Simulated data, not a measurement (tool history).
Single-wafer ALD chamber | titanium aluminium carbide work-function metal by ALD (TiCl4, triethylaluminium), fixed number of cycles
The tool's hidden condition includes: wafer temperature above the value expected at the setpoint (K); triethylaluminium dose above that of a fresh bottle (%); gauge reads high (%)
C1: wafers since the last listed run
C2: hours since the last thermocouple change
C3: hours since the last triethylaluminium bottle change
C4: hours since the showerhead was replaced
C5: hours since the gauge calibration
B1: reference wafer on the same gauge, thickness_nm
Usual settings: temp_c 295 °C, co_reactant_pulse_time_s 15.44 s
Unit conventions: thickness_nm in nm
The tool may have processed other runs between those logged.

run 1 hour=0 | temp_c=301 co_reactant_pulse_time_s=15.44 | C1=0 C2=2314.5 C3=908.7 C4=2193.2 C5=312.1 | B1=1.972 | thickness_nm=2.134
run 2 hour=102 | temp_c=295 co_reactant_pulse_time_s=15.44 | C1=1358 C2=2416.5 C3=1010.7 C4=2295.2 C5=414.1 | B1=1.971 | thickness_nm=2.069
run 3 hour=245.9 | temp_c=295 co_reactant_pulse_time_s=16.84 | C1=1916 C2=2560.4 C3=1154.6 C4=2439.1 C5=558 | B1=1.971 | thickness_nm=2.076
-- hour=404.9 triethylaluminium bottle replaced
run 4 hour=497.2 | temp_c=287 co_reactant_pulse_time_s=15.44 | C1=3239 C2=2811.7 C3=92.3 C4=2690.4 C5=809.3 | B1=1.971 | thickness_nm=1.989
run 5 hour=541.8 | temp_c=287 co_reactant_pulse_time_s=15.44 | C1=593 C2=2856.3 C3=136.9 C4=2735 C5=853.9 | B1=1.971 | thickness_nm=1.986
run 6 hour=629.1 | temp_c=295 co_reactant_pulse_time_s=15.44 | C1=1162 C2=2943.6 C3=224.2 C4=2822.3 C5=941.2 | B1=1.969 | thickness_nm=2.078
run 7 hour=795.9 | temp_c=295 co_reactant_pulse_time_s=15.44 | C1=2221 C2=3110.4 C3=391 C4=2989.1 C5=1108 | B1=1.97 | thickness_nm=2.068
run 8 hour=897 | temp_c=295 co_reactant_pulse_time_s=15.44 | C1=1346 C2=3211.5 C3=492.1 C4=3090.2 C5=1209.1 | B1=1.971 | thickness_nm=2.074
-- hour=958.1 thermocouple changed; heater temperature recalibrated
-- hour=978.8 showerhead replaced
run 9 hour=979.3 | temp_c=295 co_reactant_pulse_time_s=15.44 | C1=882 C2=21.2 C3=574.4 C4=0.5 C5=1291.4 | B1=1.97 | thickness_nm=2.095
run 10 hour=1094.3 | temp_c=295 co_reactant_pulse_time_s=15.44 | C1=1531 C2=136.2 C3=689.4 C4=115.5 C5=1406.4 | B1=1.971 | thickness_nm=2.099
run 11 hour=1155.3 | temp_c=304 co_reactant_pulse_time_s=15.44 | C1=812 C2=197.2 C3=750.4 C4=176.5 C5=1467.4 | B1=1.972 | thickness_nm=2.177
run 12 hour=1198.6 | temp_c=304 co_reactant_pulse_time_s=15.44 | C1=576 C2=240.5 C3=793.7 C4=219.8 C5=1510.7 | B1=1.971 | thickness_nm=2.19
run 13 hour=1303.3 | temp_c=304 co_reactant_pulse_time_s=15.44 | C1=1394 C2=345.2 C3=898.4 C4=324.5 C5=1615.4 | B1=1.969 | thickness_nm=2.19
run 14 hour=1390.7 | temp_c=295 co_reactant_pulse_time_s=15.44 | C1=1163 C2=432.6 C3=985.8 C4=411.9 C5=1702.8 | B1=1.971 | thickness_nm=2.086
run 15 hour=1454.4 | temp_c=295 co_reactant_pulse_time_s=15.44 | C1=848 C2=496.3 C3=1049.5 C4=475.6 C5=1766.5 | B1=1.97 | thickness_nm=2.088
run 16 hour=1532.2 | temp_c=295 co_reactant_pulse_time_s=15.44 | C1=1035 C2=574.1 C3=1127.3 C4=553.4 C5=1844.3 | B1=1.97 | thickness_nm=2.082
run 17 hour=1618 | temp_c=295 co_reactant_pulse_time_s=15.44 | C1=1142 C2=659.9 C3=1213.1 C4=639.2 C5=1930.1 | B1=1.969 | thickness_nm=2.083
run 18 hour=1670.2 | temp_c=288 co_reactant_pulse_time_s=15.44 | C1=695 C2=712.1 C3=1265.3 C4=691.4 C5=1982.3 | B1=1.969 | thickness_nm=2.003
run 19 hour=1716.4 | temp_c=295 co_reactant_pulse_time_s=15.44 | C1=615 C2=758.3 C3=1311.5 C4=737.6 C5=2028.5 | B1=1.97 | thickness_nm=2.075
run 20 hour=1769.3 | temp_c=295 co_reactant_pulse_time_s=15.44 | C1=704 C2=811.2 C3=1364.4 C4=790.5 C5=2081.4 | B1=1.972 | thickness_nm=2.06
run 21 hour=1817.1 | temp_c=307 co_reactant_pulse_time_s=15.44 | C1=636 C2=859 C3=1412.2 C4=838.3 C5=2129.2 | B1=1.97 | thickness_nm=2.176
-- hour=1848.4 gauge calibrated
-- hour=1887.8 triethylaluminium bottle replaced
run 22 hour=1888.3 | temp_c=295 co_reactant_pulse_time_s=15.44 | C1=841 C2=930.2 C3=0.5 C4=909.5 C5=39.9 | B1=1.97 | thickness_nm=2.104
run 23 hour=2152 | temp_c=284 co_reactant_pulse_time_s=19.88 | C1=3511 C2=1193.9 C3=264.2 C4=1173.2 C5=303.6 | B1=1.968 | thickness_nm=1.997
run 24 hour=2214.5 | temp_c=295 co_reactant_pulse_time_s=15.44 | C1=832 C2=1256.4 C3=326.7 C4=1235.7 C5=366.1 | B1=1.97 | thickness_nm=2.097
run 25 hour=2258.2 | temp_c=295 co_reactant_pulse_time_s=15.44 | C1=581 C2=1300.1 C3=370.4 C4=1279.4 C5=409.8 | B1=1.968 | thickness_nm=2.087
run 26 hour=2322.6 | temp_c=295 co_reactant_pulse_time_s=19.78 | C1=857 C2=1364.5 C3=434.8 C4=1343.8 C5=474.2 | B1=1.97 | thickness_nm=2.098
run 27 hour=2406.6 | temp_c=309 co_reactant_pulse_time_s=19.69 | C1=1118 C2=1448.5 C3=518.8 C4=1427.8 C5=558.2 | B1=1.969 | thickness_nm=2.262
run 28 hour=2492.3 | temp_c=288 co_reactant_pulse_time_s=19.47 | C1=1141 C2=1534.2 C3=604.5 C4=1513.5 C5=643.9 | B1=1.972 | thickness_nm=2.026
run 29 hour=2599.7 | temp_c=308 co_reactant_pulse_time_s=15.44 | C1=1430 C2=1641.6 C3=711.9 C4=1620.9 C5=751.3 | B1=1.97 | thickness_nm=2.224
run 30 hour=2680.9 | temp_c=295 co_reactant_pulse_time_s=17.7 | C1=1081 C2=1722.8 C3=793.1 C4=1702.1 C5=832.5 | B1=1.971 | thickness_nm=2.103
run 31 hour=2778.5 | temp_c=295 co_reactant_pulse_time_s=12.92 | C1=1299 C2=1820.4 C3=890.7 C4=1799.7 C5=930.1 | B1=1.97 | thickness_nm=2.052
run 32 hour=2851.3 | temp_c=295 co_reactant_pulse_time_s=18.65 | C1=969 C2=1893.2 C3=963.5 C4=1872.5 C5=1002.9 | B1=1.971 | thickness_nm=2.104
run 33 hour=2932.2 | temp_c=307 co_reactant_pulse_time_s=9.9 | C1=1077 C2=1974.1 C3=1044.4 C4=1953.4 C5=1083.8 | B1=1.97 | thickness_nm=2.052
run 34 hour=2977.3 | temp_c=295 co_reactant_pulse_time_s=15.44 | C1=600 C2=2019.2 C3=1089.5 C4=1998.5 C5=1128.9 | B1=1.971 | thickness_nm=2.077

What was the tool's hidden state at every run in the log?
gauge reads high (%): 0 on each run
H1: wafer temperature above the value expected at the setpoint (K)
H2: triethylaluminium dose above that of a fresh bottle (%)
run=1 H1=-1.59 H2=-11.8
run=2 H1=-1.72 H2=-14.2
run=3 H1=-1.92 H2=-18
run=4 H1=-2.29 H2=-3.88
run=5 H1=-2.36 H2=-4
run=6 H1=-2.5 H2=-4.38
run=7 H1=-2.78 H2=-5.62
run=8 H1=-2.96 H2=-6.7
run=9 H1=0.212 H2=-7.76
run=10 H1=0.207 H2=-9.51
run=11 H1=0.201 H2=-10.6
run=12 H1=0.196 H2=-11.4
run=13 H1=0.179 H2=-13.5
run=14 H1=0.16 H2=-15.5
run=15 H1=0.144 H2=-17.1
run=16 H1=0.121 H2=-19.1
run=17 H1=0.092 H2=-21.5
run=18 H1=0.0722 H2=-23.1
run=19 H1=0.0536 H2=-24.5
run=20 H1=0.0307 H2=-26.2
run=21 H1=0.00874 H2=-27.9
run=22 H1=-0.0263 H2=-1.15
run=23 H1=-0.18 H2=-1.99
run=24 H1=-0.223 H2=-2.44
run=25 H1=-0.253 H2=-2.81
run=26 H1=-0.301 H2=-3.43
run=27 H1=-0.366 H2=-4.4
run=28 H1=-0.436 H2=-5.56
run=29 H1=-0.53 H2=-7.27
run=30 H1=-0.605 H2=-8.74
run=31 H1=-0.7 H2=-10.7
run=32 H1=-0.774 H2=-12.4
run=33 H1=-0.861 H2=-14.3
run=34 H1=-0.91 H2=-15.5
